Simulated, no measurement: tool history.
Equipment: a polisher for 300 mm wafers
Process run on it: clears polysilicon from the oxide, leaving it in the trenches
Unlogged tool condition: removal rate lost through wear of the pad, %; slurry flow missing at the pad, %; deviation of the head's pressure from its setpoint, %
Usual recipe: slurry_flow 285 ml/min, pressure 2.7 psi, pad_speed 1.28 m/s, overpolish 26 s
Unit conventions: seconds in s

run	day	slurry_flow	pressure	pad_speed	overpolish	wafers since the last listed run	wafers polished on this pad	hours since the slurry nozzle was cleaned	hours since the head pressure was calibrated	incoming thickness of the incoming film, nm	seconds
1	0.000	285	2.7	1.28	35	0	1136	344.3	884.5	695.7	47.1
2	0.958	285	2.7	1.28	35	301	1437	367.3	907.5	695.6	48.6
# day 1.142: worn pad replaced by a new one
3	1.983	285	2.7	1.28	31	269	264	391.9	932.1	685.9	45.9
# day 2.029: slurry nozzle cleaned
4	3.271	285	2.7	1.28	31	391	655	29.8	963.0	691.5	47.0
5	3.833	285	2.7	1.28	26	176	832	43.3	976.5	692.7	48.3
6	4.692	285	2.7	1.28	26	269	1102	63.9	997.1	691.4	47.3
# day 6.567: worn pad replaced by a new one
7	7.562	285	2.7	1.28	26	850	312	132.8	1066.0	700.2	47.6
8	8.500	285	2.7	1.28	26	294	607	155.3	1088.5	698.7	47.6
9	9.492	365	2.7	0.96	26	311	919	179.1	1112.3	690.5	61.7
10	10.196	365	2.7	0.96	26	221	1140	196.0	1129.2	675.3	59.9
11	11.342	365	2.7	0.96	26	360	1500	223.5	1156.7	674.7	60.4
# day 11.658: worn pad replaced by a new one
12	12.354	285	2.7	1.28	26	265	218	247.8	1181.0	693.1	48.1
13	13.100	335	2.7	1.28	19	234	452	265.7	1198.9	692.5	45.0
14	13.750	285	2.7	1.28	32	204	657	281.3	1214.5	684.8	47.8
# day 14.175: head pressure recalibrated
15	15.025	285	2.7	1.28	26	374	1031	311.9	20.4	687.2	47.4
16	15.829	285	1.9	1.28	26	252	1284	331.2	39.7	689.4	61.8
# day 16.821: worn pad replaced by a new one
17	17.146	335	2.7	1.28	19	361	102	362.8	71.3	698.1	46.8
18	21.004	285	2.7	1.28	36	1212	1315	455.4	163.9	691.5	47.8
# day 21.217: slurry nozzle cleaned
19	22.175	285	2.7	1.28	10	354	1670	23.0	192.0	688.5	47.8

The next listed run, before its measurement:
# day 22.925: worn pad replaced by a new one
20	22.954	360	2.7	1.28	35	192	9	41.7	210.7	687.4	?

Run 20 yielded seconds 45.6 s.
Minus the tool's unlogged condition, the same run would have read seconds 45.3 s.
